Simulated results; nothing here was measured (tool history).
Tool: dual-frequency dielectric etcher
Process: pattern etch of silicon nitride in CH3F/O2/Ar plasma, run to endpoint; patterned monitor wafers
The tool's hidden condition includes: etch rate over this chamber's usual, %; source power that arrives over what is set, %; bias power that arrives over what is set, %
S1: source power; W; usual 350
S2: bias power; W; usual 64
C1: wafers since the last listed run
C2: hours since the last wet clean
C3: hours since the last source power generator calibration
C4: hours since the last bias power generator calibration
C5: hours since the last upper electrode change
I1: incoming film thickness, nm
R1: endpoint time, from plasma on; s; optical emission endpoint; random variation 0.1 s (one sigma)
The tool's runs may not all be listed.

run   hour   S1  S2   C1     C2      C3      C4      C5     I1    R1
  1      0  350  60    0  105.2  2468.2  2139.6  1942.9  21.51  35.1
  2   32.9  380  56  600  138.1  2501.1  2172.5  1975.8  21.56  35.1
  3   50.5  380  56  321  155.7  2518.7  2190.1  1993.4   21.5  34.6
  4   83.1  380  56  595  188.3  2551.3  2222.7    2026   21.5  34.8
  5  116.6  350  59  611  221.8  2584.8  2256.2  2059.5  21.53  35.5
  6    150  350  59  610  255.2  2618.2  2289.6  2092.9  21.45  35.2
     193.5  -- upper electrode replaced
  7    194  350  59  365  299.2  2662.2  2333.6     0.5  21.39  35.3
  8  198.7  350  70   85  303.9  2666.9  2338.3     5.2  21.42  33.8
     221.4  -- source power generator calibrated
  9  227.1  300  56  445  332.3     5.7  2366.7    33.6  21.64  37.9
     279.8  -- wet clean of the chamber
 10  280.3  300  56  533    0.5    58.9  2419.9    86.8  21.87  37.4
 11  282.1  300  56   32    2.3    60.7  2421.7    88.6  21.42  36.4
 12  305.7  350  64  431   25.9    84.3  2445.3   112.2  21.32  33.8
 13    327  350  64  389   47.2   105.6  2466.6   133.5   21.1  33.5
 14  347.6  350  64  376   67.8   126.2  2487.2   154.1  21.55  34.2
 15  364.9  350  64  316   85.1   143.5  2504.5   171.4  21.46  34.1
     387.3  -- bias power generator calibrated
 16  387.8  260  79  345    108   166.4     0.5   194.3  21.35  34.8
 17  401.9  350  75  257  122.1   180.5    14.6   208.4  21.47  33.1
 18  425.6  400  74  432  145.8   204.2    38.3   232.1  21.45  31.8
 19  445.7  400  78  367  165.9   224.3    58.4   252.2  21.58  31.7
 20  461.8  270  51  294    182   240.4    74.5   268.3  21.47  38.9
 21  483.7  390  64  400  203.9   262.3    96.4   290.2  21.34  33.2
 22  508.3  270  49  449  228.5   286.9     121   314.8   21.6  39.5
 23  526.3  440  64  328  246.5   304.9     139   332.8  21.53  32.4
 24  552.8  320  56  484    273   331.4   165.5   359.3  21.59    37
 25  576.3  260  57  429  296.5   354.9     189   382.8  21.71    39
 26  598.6  380  56  407  318.8   377.2   211.3   405.1  21.56    35

5 options for the next run, each taken on its own from the tool as it stands now. Forecast them:
  A   599  290  64   7  319.2  377.6  211.7  405.5  21.43   ?
  B   599  390  79   7  319.2  377.6  211.7  405.5  21.43   ?
  C   599  280  58   7  319.2  377.6  211.7  405.5  21.43   ?
  D   599  400  69   7  319.2  377.6  211.7  405.5  21.43   ?
  E   599  430  51   7  319.2  377.6  211.7  405.5  21.43   ?

run    R1
  A  36.4
  B  31.8
  C  37.6
  D  32.7
  E  34.3
What these runs would have given with no unlogged condition in the tool:
run    R1
  A  35.9
  B  31.4
  C  37.1
  D  32.2
  E  33.8

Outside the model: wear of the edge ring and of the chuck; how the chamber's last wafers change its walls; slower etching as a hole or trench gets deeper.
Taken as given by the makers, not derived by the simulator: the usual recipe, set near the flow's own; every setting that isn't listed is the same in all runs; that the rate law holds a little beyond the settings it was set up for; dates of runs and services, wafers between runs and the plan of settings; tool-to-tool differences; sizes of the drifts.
